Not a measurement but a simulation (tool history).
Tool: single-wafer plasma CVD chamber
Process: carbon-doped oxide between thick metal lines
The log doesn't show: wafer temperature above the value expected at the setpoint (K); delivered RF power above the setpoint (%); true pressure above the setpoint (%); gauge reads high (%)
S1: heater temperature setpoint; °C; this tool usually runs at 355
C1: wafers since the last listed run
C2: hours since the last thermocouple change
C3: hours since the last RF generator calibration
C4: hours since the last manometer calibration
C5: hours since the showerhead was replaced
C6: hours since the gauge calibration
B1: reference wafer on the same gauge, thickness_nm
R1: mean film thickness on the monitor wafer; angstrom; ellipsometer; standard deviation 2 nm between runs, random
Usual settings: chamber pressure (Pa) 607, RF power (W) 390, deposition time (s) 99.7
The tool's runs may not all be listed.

{"run": 1, "hour": 0.0, "S1": 355, "chamber pressure (Pa)": 607, "RF power (W)": 390, "deposition time (s)": 83.8, "C1": 0, "C2": 2157.4, "C3": 1952.0, "C4": 1415.2, "C5": 7145.2, "C6": 163.7, "B1": 416.672, "R1": 3410.01}
{"run": 2, "hour": 9.0, "S1": 355, "chamber pressure (Pa)": 607, "RF power (W)": 390, "deposition time (s)": 99.7, "C1": 188, "C2": 2166.4, "C3": 1961.0, "C4": 1424.2, "C5": 7154.2, "C6": 172.7, "B1": 417.112, "R1": 4018.19}
{"run": 3, "hour": 32.2, "S1": 355, "chamber pressure (Pa)": 607, "RF power (W)": 390, "deposition time (s)": 99.7, "C1": 486, "C2": 2189.6, "C3": 1984.2, "C4": 1447.4, "C5": 7177.4, "C6": 195.9, "B1": 417.133, "R1": 4070.79}
{"run": 4, "hour": 41.2, "S1": 355, "chamber pressure (Pa)": 607, "RF power (W)": 390, "deposition time (s)": 99.7, "C1": 188, "C2": 2198.6, "C3": 1993.2, "C4": 1456.4, "C5": 7186.4, "C6": 204.9, "B1": 417.139, "R1": 4060.14}
{"hour": 76.4, "done": "thermocouple changed; heater temperature recalibrated"}
{"hour": 93.1, "done": "RF generator calibrated"}
{"run": 5, "hour": 93.6, "S1": 355, "chamber pressure (Pa)": 607, "RF power (W)": 390, "deposition time (s)": 99.7, "C1": 762, "C2": 17.2, "C3": 0.5, "C4": 1508.8, "C5": 7238.8, "C6": 257.3, "B1": 417.037, "R1": 4060.18}
{"run": 6, "hour": 101.7, "S1": 355, "chamber pressure (Pa)": 607, "RF power (W)": 390, "deposition time (s)": 99.7, "C1": 169, "C2": 25.3, "C3": 8.6, "C4": 1516.9, "C5": 7246.9, "C6": 265.4, "B1": 417.26, "R1": 4025.42}
{"hour": 106.5, "done": "gauge calibrated"}
{"run": 7, "hour": 118.1, "S1": 355, "chamber pressure (Pa)": 607, "RF power (W)": 390, "deposition time (s)": 99.7, "C1": 343, "C2": 41.7, "C3": 25.0, "C4": 1533.3, "C5": 7263.3, "C6": 11.6, "B1": 416.93, "R1": 4049.93}
{"run": 8, "hour": 136.0, "S1": 355, "chamber pressure (Pa)": 607, "RF power (W)": 390, "deposition time (s)": 99.7, "C1": 375, "C2": 59.6, "C3": 42.9, "C4": 1551.2, "C5": 7281.2, "C6": 29.5, "B1": 416.902, "R1": 4042.21}
{"run": 9, "hour": 145.7, "S1": 347, "chamber pressure (Pa)": 607, "RF power (W)": 390, "deposition time (s)": 110.3, "C1": 203, "C2": 69.3, "C3": 52.6, "C4": 1560.9, "C5": 7290.9, "C6": 39.2, "B1": 417.32, "R1": 4553.35}
{"run": 10, "hour": 157.7, "S1": 355, "chamber pressure (Pa)": 607, "RF power (W)": 390, "deposition time (s)": 99.7, "C1": 251, "C2": 81.3, "C3": 64.6, "C4": 1572.9, "C5": 7302.9, "C6": 51.2, "B1": 417.038, "R1": 4002.71}
{"hour": 166.6, "done": "capacitance manometer re-zeroed and calibrated"}
{"hour": 171.4, "done": "showerhead replaced"}
{"run": 11, "hour": 172.5, "S1": 355, "chamber pressure (Pa)": 607, "RF power (W)": 390, "deposition time (s)": 99.7, "C1": 42, "C2": 96.1, "C3": 79.4, "C4": 5.9, "C5": 1.1, "C6": 66.0, "B1": 417.522, "R1": 4067.69}
{"run": 12, "hour": 181.8, "S1": 360, "chamber pressure (Pa)": 749, "RF power (W)": 415, "deposition time (s)": 83.7, "C1": 194, "C2": 105.4, "C3": 88.7, "C4": 15.2, "C5": 10.4, "C6": 75.3, "B1": 417.522, "R1": 3637.05}
{"run": 13, "hour": 192.6, "S1": 355, "chamber pressure (Pa)": 607, "RF power (W)": 390, "deposition time (s)": 90.2, "C1": 226, "C2": 116.2, "C3": 99.5, "C4": 26.0, "C5": 21.2, "C6": 86.1, "B1": 416.747, "R1": 3672.68}
{"run": 14, "hour": 202.1, "S1": 348, "chamber pressure (Pa)": 508, "RF power (W)": 330, "deposition time (s)": 91.2, "C1": 199, "C2": 125.7, "C3": 109.0, "C4": 35.5, "C5": 30.7, "C6": 95.6, "B1": 416.743, "R1": 3268.74}
{"run": 15, "hour": 219.1, "S1": 368, "chamber pressure (Pa)": 500, "RF power (W)": 390, "deposition time (s)": 83.6, "C1": 356, "C2": 142.7, "C3": 126.0, "C4": 52.5, "C5": 47.7, "C6": 112.6, "B1": 416.992, "R1": 3198.4}
{"run": 16, "hour": 233.4, "S1": 355, "chamber pressure (Pa)": 737, "RF power (W)": 420, "deposition time (s)": 99.7, "C1": 299, "C2": 157.0, "C3": 140.3, "C4": 66.8, "C5": 62.0, "C6": 126.9, "B1": 417.198, "R1": 4396.87}
{"run": 17, "hour": 249.6, "S1": 355, "chamber pressure (Pa)": 607, "RF power (W)": 390, "deposition time (s)": 99.7, "C1": 339, "C2": 173.2, "C3": 156.5, "C4": 83.0, "C5": 78.2, "C6": 143.1, "B1": 416.648, "R1": 4057.48}

Below are 5 alternative next runs, each starting from the tool's condition after run 17. Predict each:
{"run": "A", "hour": 250.0, "S1": 355, "chamber pressure (Pa)": 607, "RF power (W)": 390, "deposition time (s)": 99.7, "C1": 8, "C2": 173.6, "C3": 156.9, "C4": 83.4, "C5": 78.6, "C6": 143.5, "B1": "?", "R1": "?"}
{"run": "B", "hour": 250.0, "S1": 360, "chamber pressure (Pa)": 561, "RF power (W)": 450, "deposition time (s)": 85.3, "C1": 8, "C2": 173.6, "C3": 156.9, "C4": 83.4, "C5": 78.6, "C6": 143.5, "B1": "?", "R1": "?"}
{"run": "C", "hour": 250.0, "S1": 355, "chamber pressure (Pa)": 740, "RF power (W)": 390, "deposition time (s)": 99.7, "C1": 8, "C2": 173.6, "C3": 156.9, "C4": 83.4, "C5": 78.6, "C6": 143.5, "B1": "?", "R1": "?"}
{"run": "D", "hour": 250.0, "S1": 349, "chamber pressure (Pa)": 607, "RF power (W)": 390, "deposition time (s)": 99.7, "C1": 8, "C2": 173.6, "C3": 156.9, "C4": 83.4, "C5": 78.6, "C6": 143.5, "B1": "?", "R1": "?"}
{"run": "E", "hour": 250.0, "S1": 350, "chamber pressure (Pa)": 607, "RF power (W)": 430, "deposition time (s)": 99.7, "C1": 8, "C2": 173.6, "C3": 156.9, "C4": 83.4, "C5": 78.6, "C6": 143.5, "B1": "?", "R1": "?"}

run=A B1=417.589 R1=4061.06
run=B B1=417.589 R1=3712.38
run=C B1=417.589 R1=4205.17
run=D B1=417.589 R1=4126.35
run=E B1=417.589 R1=4381.28
With the hidden condition removed and each run's random variation left untouched, the same runs would have given:
run=A R1=4061.06
run=B R1=3712.38
run=C R1=4205.17
run=D R1=4126.35
run=E R1=4381.28
